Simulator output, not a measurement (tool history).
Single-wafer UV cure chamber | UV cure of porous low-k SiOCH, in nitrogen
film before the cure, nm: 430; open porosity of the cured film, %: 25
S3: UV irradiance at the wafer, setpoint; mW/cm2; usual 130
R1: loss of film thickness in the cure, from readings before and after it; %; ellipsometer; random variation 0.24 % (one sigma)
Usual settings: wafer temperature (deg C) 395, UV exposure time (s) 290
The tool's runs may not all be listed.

{"run": 1, "day": 0.0, "wafer temperature (deg C)": 395, "UV exposure time (s)": 290, "S3": 116, "R1": 13.529}
{"day": 1.404, "done": "quartz window cleaned"}
{"run": 2, "day": 1.488, "wafer temperature (deg C)": 395, "UV exposure time (s)": 290, "S3": 116, "R1": 14.641}
{"run": 3, "day": 4.246, "wafer temperature (deg C)": 395, "UV exposure time (s)": 290, "S3": 116, "R1": 14.148}
{"run": 4, "day": 6.358, "wafer temperature (deg C)": 395, "UV exposure time (s)": 290, "S3": 158, "R1": 15.455}
{"run": 5, "day": 7.717, "wafer temperature (deg C)": 395, "UV exposure time (s)": 290, "S3": 158, "R1": 15.405}
{"day": 10.292, "done": "quartz window cleaned"}
{"run": 6, "day": 10.312, "wafer temperature (deg C)": 395, "UV exposure time (s)": 290, "S3": 158, "R1": 16.595}
{"run": 7, "day": 13.075, "wafer temperature (deg C)": 395, "UV exposure time (s)": 290, "S3": 130, "R1": 14.751}
{"run": 8, "day": 14.796, "wafer temperature (deg C)": 395, "UV exposure time (s)": 290, "S3": 130, "R1": 14.927}
{"run": 9, "day": 17.767, "wafer temperature (deg C)": 395, "UV exposure time (s)": 405, "S3": 130, "R1": 16.105}
{"day": 18.3, "done": "UV bulbs replaced"}
{"day": 20.158, "done": "quartz window cleaned"}
{"run": 10, "day": 20.333, "wafer temperature (deg C)": 395, "UV exposure time (s)": 405, "S3": 130, "R1": 17.111}
{"run": 11, "day": 22.175, "wafer temperature (deg C)": 395, "UV exposure time (s)": 405, "S3": 130, "R1": 16.275}
{"run": 12, "day": 23.425, "wafer temperature (deg C)": 395, "UV exposure time (s)": 290, "S3": 130, "R1": 14.823}
{"run": 13, "day": 26.279, "wafer temperature (deg C)": 388, "UV exposure time (s)": 355, "S3": 91, "R1": 13.213}
{"day": 28.738, "done": "quartz window cleaned"}
{"run": 14, "day": 29.258, "wafer temperature (deg C)": 389, "UV exposure time (s)": 195, "S3": 130, "R1": 13.009}
{"run": 15, "day": 30.579, "wafer temperature (deg C)": 379, "UV exposure time (s)": 290, "S3": 162, "R1": 15.785}
{"run": 16, "day": 31.592, "wafer temperature (deg C)": 395, "UV exposure time (s)": 400, "S3": 130, "R1": 16.404}
{"run": 17, "day": 34.333, "wafer temperature (deg C)": 395, "UV exposure time (s)": 290, "S3": 130, "R1": 14.251}
{"run": 18, "day": 36.762, "wafer temperature (deg C)": 395, "UV exposure time (s)": 290, "S3": 130, "R1": 14.517}
{"run": 19, "day": 38.604, "wafer temperature (deg C)": 384, "UV exposure time (s)": 445, "S3": 111, "R1": 15.394}
{"day": 39.179, "done": "quartz window cleaned"}
{"run": 20, "day": 40.108, "wafer temperature (deg C)": 379, "UV exposure time (s)": 245, "S3": 149, "R1": 14.494}
{"run": 21, "day": 42.192, "wafer temperature (deg C)": 401, "UV exposure time (s)": 290, "S3": 167, "R1": 16.279}
{"run": 22, "day": 43.612, "wafer temperature (deg C)": 395, "UV exposure time (s)": 445, "S3": 130, "R1": 16.833}
{"run": 23, "day": 44.842, "wafer temperature (deg C)": 395, "UV exposure time (s)": 290, "S3": 157, "R1": 15.452}
{"run": 24, "day": 45.925, "wafer temperature (deg C)": 412, "UV exposure time (s)": 375, "S3": 146, "R1": 16.374}

Forecast each of these 4 alternatives for the next run:
{"run": "A", "day": 45.946, "wafer temperature (deg C)": 395, "UV exposure time (s)": 290, "S3": 130, "R1": "?"}
{"run": "B", "day": 45.946, "wafer temperature (deg C)": 395, "UV exposure time (s)": 410, "S3": 130, "R1": "?"}
{"run": "C", "day": 45.946, "wafer temperature (deg C)": 376, "UV exposure time (s)": 160, "S3": 130, "R1": "?"}
{"run": "D", "day": 45.946, "wafer temperature (deg C)": 395, "UV exposure time (s)": 465, "S3": 130, "R1": "?"}

run=A R1=14.371
run=B R1=16.194
run=C R1=10.995
run=D R1=16.867
Without the tool's hidden state the same runs would have given:
run=A R1=15.515
run=B R1=17.363
run=C R1=12.069
run=D R1=18.041
